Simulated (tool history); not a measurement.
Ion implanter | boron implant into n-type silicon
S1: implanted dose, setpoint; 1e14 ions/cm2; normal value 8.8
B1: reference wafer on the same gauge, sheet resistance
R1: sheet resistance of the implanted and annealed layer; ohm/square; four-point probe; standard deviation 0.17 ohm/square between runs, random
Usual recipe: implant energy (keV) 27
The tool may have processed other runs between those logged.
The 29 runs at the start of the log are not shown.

run 30 hour=1358.9 | S1=10.58 implant_energy_(keV)=18 | B1=99.01 | R1=103.08
run 31 hour=1415.4 | S1=6.91 implant_energy_(keV)=27 | B1=99.02 | R1=142.95
run 32 hour=1467.5 | S1=8.8 implant_energy_(keV)=35 | B1=99 | R1=114.14
run 33 hour=1535.2 | S1=10.67 implant_energy_(keV)=27 | B1=99 | R1=99.1
run 34 hour=1590.3 | S1=8.8 implant_energy_(keV)=27 | B1=99.04 | R1=116.51
run 35 hour=1656.8 | S1=8 implant_energy_(keV)=33.5 | B1=99.01 | R1=124.58
run 36 hour=1719.8 | S1=9.91 implant_energy_(keV)=23 | B1=98.99 | R1=106.91
run 37 hour=1774.4 | S1=8.8 implant_energy_(keV)=32 | B1=99.03 | R1=115.12

Forecast each of these 4 alternatives for the next run:
run A hour=1774.8 | S1=7.59 implant_energy_(keV)=27 | B1=? | R1=?
run B hour=1774.8 | S1=11.3 implant_energy_(keV)=27 | B1=? | R1=?
run C hour=1774.8 | S1=7.7 implant_energy_(keV)=19 | B1=? | R1=?
run D hour=1774.8 | S1=7.87 implant_energy_(keV)=27 | B1=? | R1=?

run=A B1=99.01 R1=132.49
run=B B1=99.01 R1=94.64
run=C B1=99.01 R1=135.17
run=D B1=99.01 R1=128.5
Stripped of hidden state, with their random variation kept, the same runs would have yielded:
run=A R1=131.45
run=B R1=93.9
run=C R1=134.07
run=D R1=127.49
